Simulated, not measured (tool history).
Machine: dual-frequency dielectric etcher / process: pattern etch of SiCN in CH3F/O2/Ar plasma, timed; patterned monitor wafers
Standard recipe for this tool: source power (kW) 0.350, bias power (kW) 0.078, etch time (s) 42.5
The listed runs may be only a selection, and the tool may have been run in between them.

run	hour	source power (kW)	bias power (kW)	etch time (s)	read-back reference wafer on the same gauge, depth_nm	mean etch depth across the wafer (nm)
1	0.0	0.350	0.078	42.5	13.18	15.69
2	19.9	0.350	0.078	42.5	13.13	15.83
3	48.0	0.350	0.078	42.5	13.17	15.66
4	77.4	0.350	0.078	42.5	13.11	15.64
5	110.3	0.350	0.078	42.5	13.11	15.60
6	144.3	0.350	0.092	35.0	13.09	13.68
7	232.8	0.350	0.078	42.5	13.05	15.42
8	256.6	0.350	0.078	42.5	13.03	15.60
9	270.5	0.350	0.078	42.5	13.05	15.50
10	293.9	0.350	0.078	45.5	13.07	16.63
11	312.3	0.350	0.078	45.5	13.02	16.65
12	364.8	0.350	0.078	45.5	13.00	16.49
13	365.2	0.350	0.078	42.5	12.99	15.72
14	379.2	0.300	0.084	53.0	12.92	18.13
15	413.6	0.290	0.085	42.5	12.98	14.31
16	426.3	0.380	0.072	53.5	12.94	19.51
17	447.0	0.350	0.078	42.5	12.93	15.35
18	465.9	0.270	0.059	47.5	12.92	12.90
19	485.4	0.290	0.095	52.0	12.95	18.33
20	530.7	0.350	0.089	38.5	12.89	14.79
21	540.7	0.350	0.078	42.5	12.85	15.24
22	558.0	0.290	0.085	29.5	13.43	10.29
23	581.5	0.350	0.078	42.5	13.44	15.98
24	598.0	0.370	0.061	31.5	13.41	11.12
25	627.0	0.430	0.061	30.5	13.34	11.62
26	658.0	0.350	0.078	42.5	13.35	16.05
27	716.0	0.400	0.060	53.5	13.34	19.27
28	742.1	0.260	0.066	42.5	13.29	12.02
29	767.4	0.350	0.078	39.0	13.30	14.54
30	850.7	0.350	0.070	54.5	13.25	19.38
31	871.7	0.380	0.096	50.0	13.28	21.36

Not shown: 5 entries that the log had between the listed runs. Between which runs, and how does the tool's hidden state differ before and after?
Run 9 -> run 10: source power generator calibrated (hour 293.4)
  gauge reads high (%): -2.74 -> -2.84
  measured minus no-state result, mean etch depth across the wafer (nm): -0.44 -> -0.49
Run 11 -> run 12: upper electrode replaced (hour 360.5); bias power generator calibrated (hour 364.3)
  gauge reads high (%): -2.91 -> -3.12
  measured minus no-state result, mean etch depth across the wafer (nm): -0.50 -> -0.53
Run 19 -> run 20: wet clean of the chamber (hour 530.2)
  gauge reads high (%): -3.6 -> -3.78
  measured minus no-state result, mean etch depth across the wafer (nm): -0.69 -> -0.58
Run 21 -> run 22: gauge calibrated (hour 543.3)
  gauge reads high (%): -3.82 -> 0.174
  measured minus no-state result, mean etch depth across the wafer (nm): -0.61 -> +0.02
